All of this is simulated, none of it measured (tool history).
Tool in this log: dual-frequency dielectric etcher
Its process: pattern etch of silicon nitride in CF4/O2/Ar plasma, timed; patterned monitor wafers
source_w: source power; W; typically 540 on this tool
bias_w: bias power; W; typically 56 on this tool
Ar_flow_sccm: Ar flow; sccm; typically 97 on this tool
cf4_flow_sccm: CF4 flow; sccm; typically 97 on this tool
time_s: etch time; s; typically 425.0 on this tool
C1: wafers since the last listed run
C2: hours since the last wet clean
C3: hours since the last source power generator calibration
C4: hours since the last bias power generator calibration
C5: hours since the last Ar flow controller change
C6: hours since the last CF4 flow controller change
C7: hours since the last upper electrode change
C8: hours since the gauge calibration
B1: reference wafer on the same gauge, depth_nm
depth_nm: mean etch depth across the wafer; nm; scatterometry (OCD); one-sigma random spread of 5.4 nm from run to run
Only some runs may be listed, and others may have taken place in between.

Run 1, hour 0.0: usual settings but bias_w 52 W, cf4_flow_sccm 115 sccm; C1 0; C2 247.3; C3 486.7; C4 3815.0; C5 3178.0; C6 479.1; C7 279.5; C8 47.3; B1 831.3. Result: depth_nm 850.8 nm.
At hour 11.5: Ar flow controller replaced.
At hour 97.6: bias power generator calibrated.
Run 2, hour 115.5: usual settings; C1 395; C2 362.8; C3 602.2; C4 17.9; C5 104.0; C6 594.6; C7 395.0; C8 162.8; B1 831.0. Result: depth_nm 855.6 nm.
Run 3, hour 152.0: usual settings; C1 136; C2 399.3; C3 638.7; C4 54.4; C5 140.5; C6 631.1; C7 431.5; C8 199.3; B1 832.0. Result: depth_nm 868.4 nm.
At hour 328.9: wet clean of the chamber.
Run 4, hour 334.0: usual settings but source_w 500 W, Ar_flow_sccm 120 sccm; C1 592; C2 5.1; C3 820.7; C4 236.4; C5 322.5; C6 813.1; C7 613.5; C8 381.3; B1 832.1. Result: depth_nm 788.1 nm.
Run 5, hour 403.3: usual settings but Ar_flow_sccm 107 sccm; C1 259; C2 74.4; C3 890.0; C4 305.7; C5 391.8; C6 882.4; C7 682.8; C8 450.6; B1 832.2. Result: depth_nm 861.1 nm.
Run 6, hour 464.0: usual settings; C1 227; C2 135.1; C3 950.7; C4 366.4; C5 452.5; C6 943.1; C7 743.5; C8 511.3; B1 831.8. Result: depth_nm 879.4 nm.
Run 7, hour 488.3: usual settings; C1 91; C2 159.4; C3 975.0; C4 390.7; C5 476.8; C6 967.4; C7 767.8; C8 535.6; B1 832.9. Result: depth_nm 861.4 nm.
Run 8, hour 540.0: usual settings but source_w 410 W, Ar_flow_sccm 81 sccm, cf4_flow_sccm 91 sccm, time_s 530.0 s; C1 193; C2 211.1; C3 1026.7; C4 442.4; C5 528.5; C6 1019.1; C7 819.5; C8 587.3; B1 832.0. Result: depth_nm 802.0 nm.
Run 9, hour 567.9: usual settings but Ar_flow_sccm 119 sccm, cf4_flow_sccm 106 sccm, time_s 387.0 s; C1 104; C2 239.0; C3 1054.6; C4 470.3; C5 556.4; C6 1047.0; C7 847.4; C8 615.2; B1 832.9. Result: depth_nm 774.0 nm.
Run 10, hour 615.6: usual settings but cf4_flow_sccm 82 sccm; C1 178; C2 286.7; C3 1102.3; C4 518.0; C5 604.1; C6 1094.7; C7 895.1; C8 662.9; B1 832.4. Result: depth_nm 844.2 nm.
Run 11, hour 674.7: usual settings but source_w 410 W, cf4_flow_sccm 75 sccm, time_s 307.5 s; C1 221; C2 345.8; C3 1161.4; C4 577.1; C5 663.2; C6 1153.8; C7 954.2; C8 722.0; B1 831.1. Result: depth_nm 445.1 nm.
Run 12, hour 738.9: usual settings but Ar_flow_sccm 75 sccm; C1 240; C2 410.0; C3 1225.6; C4 641.3; C5 727.4; C6 1218.0; C7 1018.4; C8 786.2; B1 833.1. Result: depth_nm 865.6 nm.

Predict the results of run 13:
Run 13, hour 806.8: usual settings; C1 254; C2 477.9; C3 1293.5; C4 709.2; C5 795.3; C6 1285.9; C7 1086.3; C8 854.1; B1 ?. Result: depth_nm ?.

{"run 13": {"B1": 832.0, "depth_nm": 852.5}}
Minus the tool's unlogged condition, the same run would have read depth_nm 871.1 nm.
